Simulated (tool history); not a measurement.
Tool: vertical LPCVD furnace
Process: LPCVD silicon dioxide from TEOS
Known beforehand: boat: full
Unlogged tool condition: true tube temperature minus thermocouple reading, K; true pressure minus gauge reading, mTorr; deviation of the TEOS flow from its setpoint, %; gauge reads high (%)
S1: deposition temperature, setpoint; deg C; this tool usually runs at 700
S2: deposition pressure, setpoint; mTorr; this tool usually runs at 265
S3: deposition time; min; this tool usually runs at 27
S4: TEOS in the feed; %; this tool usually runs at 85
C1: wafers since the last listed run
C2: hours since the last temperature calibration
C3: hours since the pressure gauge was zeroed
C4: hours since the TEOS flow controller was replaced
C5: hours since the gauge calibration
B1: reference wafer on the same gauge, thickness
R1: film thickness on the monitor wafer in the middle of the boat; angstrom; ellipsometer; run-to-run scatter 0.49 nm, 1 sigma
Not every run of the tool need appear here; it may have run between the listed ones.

run	hour	S1	S2	S3	S4	C1	C2	C3	C4	C5	B1	R1
1	0	700	265	27	72	0	3075.6	1689.6	3302	294.5	164.97	2007.3
2	18.4	700	265	27	72	299	3094	1708	3320.4	312.9	164.91	2002.4
3	32.4	700	265	27	72	227	3108	1722	3334.4	326.9	164.98	2016.3
4	47.2	700	250	27	85	240	3122.8	1736.8	3349.2	341.7	165.03	2129.8
5	63.9	700	250	27	85	271	3139.5	1753.5	3365.9	358.4	164.89	2122.6
6	76.2	700	250	27	85	199	3151.8	1765.8	3378.2	370.7	164.97	2125
7	89.1	700	265	27	85	209	3164.7	1778.7	3391.1	383.6	164.98	2187.4
8	100.4	700	265	27	85	183	3176	1790	3402.4	394.9	165.01	2189.8
9	108.2	700	265	27	85	126	3183.8	1797.8	3410.2	402.7	164.94	2188.3
# hour 137.5: gauge calibrated
# hour 137.9: TEOS flow controller replaced
# hour 143.3: thermocouples replaced and temperature profile calibrated
10	143.8	700	265	27	85	101	0.5	1833.4	5.9	6.3	165.01	2054.1
11	148.5	700	265	27	94	76	5.2	1838.1	10.6	11	165.11	2162.9
12	153.3	700	265	33.5	85	78	10	1842.9	15.4	15.8	164.97	2555.4
13	162.1	700	265	33.5	85	143	18.8	1851.7	24.2	24.6	165.09	2560.8
14	172.2	700	265	27	72	164	28.9	1861.8	34.3	34.7	165.09	1896.1
15	191.9	700	265	27	72	320	48.6	1881.5	54	54.4	164.94	1889.6
16	202.2	700	265	27	85	167	58.9	1891.8	64.3	64.7	165.02	2059.8
17	213.7	700	250	27	85	186	70.4	1903.3	75.8	76.2	165.06	1994.3
18	225.6	700	265	34	85	193	82.3	1915.2	87.7	88.1	165.03	2586.8
19	236.4	700	265	27	85	175	93.1	1926	98.5	98.9	164.89	2045.6
20	249.4	711	325	24	78	211	106.1	1939	111.5	111.9	165	2499.2
# hour 277.7: pressure gauge zeroed
21	278.2	692	325	32.5	95	78	134.9	0.5	140.3	140.7	164.98	2408.7
22	283	700	295	27	85	78	139.7	5.3	145.1	145.5	164.98	2170.1
23	289.4	700	290	24	95	104	146.1	11.7	151.5	151.9	165.08	2028
24	307.3	700	220	21	97	290	164	29.6	169.4	169.8	165.03	1549.1
25	318.5	700	295	24	97	182	175.2	40.8	180.6	181	165.02	2052.7
26	334.7	692	325	32.5	95	263	191.4	57	196.8	197.2	164.99	2415.3
27	344.3	695	235	27	72	156	201	66.6	206.4	206.8	164.94	1583.7
28	361.7	695	205	16.5	78	282	218.4	84	223.8	224.2	165.01	942
29	381.1	693	325	23.5	78	315	237.8	103.4	243.2	243.6	165.1	1613.3
30	398.7	700	290	24	95	286	255.4	121	260.8	261.2	165	2023
31	406.7	700	310	36	85	130	263.4	129	268.8	269.2	164.99	2981
32	417.7	693	265	19	85	178	274.4	140	279.8	280.2	164.96	1232.9

3 ways to go on from here, each from the tool as it stands after run 32. What would each give?
A	422.5	700	265	27	85	78	279.2	144.8	284.6	285	?	?
B	422.5	700	265	27	91	78	279.2	144.8	284.6	285	?	?
C	422.5	700	325	27	85	78	279.2	144.8	284.6	285	?	?

run	B1	R1
A	165.05	2055.6
B	165.05	2126.9
C	165.05	2276.4
Had the tool no hidden state, the same runs would have come out as:
run	R1
A	2024.8
B	2095
C	2242.3

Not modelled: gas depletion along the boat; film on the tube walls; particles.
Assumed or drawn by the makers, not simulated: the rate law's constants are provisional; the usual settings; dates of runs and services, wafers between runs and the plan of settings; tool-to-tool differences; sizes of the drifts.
